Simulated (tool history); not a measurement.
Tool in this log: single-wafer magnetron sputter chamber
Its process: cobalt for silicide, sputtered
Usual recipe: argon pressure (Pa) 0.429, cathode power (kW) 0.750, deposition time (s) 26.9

run,hour,argon pressure (Pa),cathode power (kW),deposition time (s),wafers since the last listed run,wafers on the sputter target,hours since the last manometer calibration,hours since the magnet pack was replaced,hours since the gauge calibration,"read-back reference wafer on the same gauge, thickness_nm",mean film thickness on the monitor wafer (Å)
1,0.0,0.429,0.650,26.9,0,1753,2707.2,10208.2,131.0,13.204,99.99
2,7.1,0.429,0.650,26.9,107,1861,2714.3,10215.3,138.1,13.193,99.76
3,15.2,0.369,0.750,29.6,122,1984,2722.4,10223.4,146.2,13.205,126.33
4,30.5,0.320,0.850,26.9,231,2215,2737.7,10238.7,161.5,13.210,130.15
5,47.4,0.429,0.750,26.9,255,2471,2754.6,10255.6,178.4,13.198,110.87
6,59.2,0.429,0.750,26.9,178,2649,2766.4,10267.4,190.2,13.201,110.66
7,72.9,0.536,0.700,26.9,207,2857,2780.1,10281.1,203.9,13.191,99.54
# hour 88.5: sputter target and shields replaced
8,89.0,0.429,0.750,26.9,122,7,2796.2,10297.2,220.0,13.201,115.22
9,98.2,0.429,0.750,26.9,139,146,2805.4,10306.4,229.2,13.195,114.76
10,105.5,0.429,0.750,26.9,110,257,2812.7,10313.7,236.5,13.189,113.94
11,122.6,0.429,0.750,26.9,258,516,2829.8,10330.8,253.6,13.199,113.29
# hour 138.6: capacitance manometer re-zeroed and calibrated
12,139.1,0.429,0.750,26.9,128,644,0.5,10347.3,270.1,13.202,113.42
13,150.4,0.429,0.750,26.9,171,815,11.8,10358.6,281.4,13.199,112.46
14,158.7,0.568,0.600,26.9,125,941,20.1,10366.9,289.7,13.199,88.77
15,165.2,0.553,0.750,22.8,98,1039,26.6,10373.4,296.2,13.195,89.32
# hour 165.8: gauge calibrated
16,179.0,0.497,0.650,26.9,208,1248,40.4,10387.2,13.2,13.194,97.56
17,195.0,0.429,0.750,26.9,242,1490,56.4,10403.2,29.2,13.198,112.33
18,210.6,0.325,0.750,21.7,236,1726,72.0,10418.8,44.8,13.203,95.39
19,255.6,0.429,0.650,22.6,681,2407,117.0,10463.8,89.8,13.195,84.64
20,268.7,0.429,0.600,26.9,198,2606,130.1,10476.9,102.9,13.197,94.90
21,286.0,0.514,0.650,22.9,261,2867,147.4,10494.2,120.2,13.199,81.56
22,295.4,0.429,0.750,26.9,142,3010,156.8,10503.6,129.6,13.205,111.67
23,307.9,0.429,0.750,26.9,189,3199,169.3,10516.1,142.1,13.194,111.71
# hour 322.2: sputter target and shields replaced
# hour 324.4: magnet pack replaced
24,324.9,0.320,0.900,31.6,104,7,186.3,0.5,159.1,13.202,164.12
25,331.0,0.337,0.650,26.9,92,100,192.4,6.6,165.2,13.197,107.14
26,346.6,0.385,0.900,29.8,236,336,208.0,22.2,180.8,13.203,149.37
27,356.8,0.360,0.750,22.9,154,490,218.2,32.4,191.0,13.187,100.23
28,409.8,0.506,0.900,26.9,802,1292,271.2,85.4,244.0,13.207,125.45
29,425.5,0.598,0.750,28.4,237,1530,286.9,101.1,259.7,13.196,108.67
30,437.7,0.429,0.750,26.9,184,1715,299.1,113.3,271.9,13.208,112.91
31,455.3,0.429,0.750,26.9,266,1981,316.7,130.9,289.5,13.199,112.21
32,471.3,0.516,0.800,26.9,242,2223,332.7,146.9,305.5,13.198,112.52
33,480.8,0.429,0.750,26.9,143,2367,342.2,156.4,315.0,13.198,112.08
34,495.3,0.429,0.750,26.9,219,2586,356.7,170.9,329.5,13.213,111.66
# hour 496.4: gauge calibrated
35,502.9,0.429,0.750,26.9,115,2701,364.3,178.5,6.5,13.200,111.23
36,509.3,0.429,0.750,26.9,96,2798,370.7,184.9,12.9,13.198,111.53

What was the tool's hidden state at every run in the log?
true argon pressure above the setpoint (%): 0 across all the runs
gauge reads high (%): 0 across all the runs
H1: deposition rate above that of a new target (%)
run,H1
1,-3.11
2,-3.18
3,-3.24
4,-3.35
5,-3.44
6,-3.5
7,-3.55
8,-0.0692
9,-0.436
10,-0.697
11,-1.22
12,-1.62
13,-1.85
14,-2
15,-2.11
16,-2.31
17,-2.49
18,-2.64
19,-2.94
20,-3
21,-3.06
22,-3.09
23,-3.12
24,-0.19
25,-0.431
26,-0.967
27,-1.26
28,-2.3
29,-2.49
30,-2.62
31,-2.76
32,-2.87
33,-2.93
34,-3
35,-3.03
36,-3.05
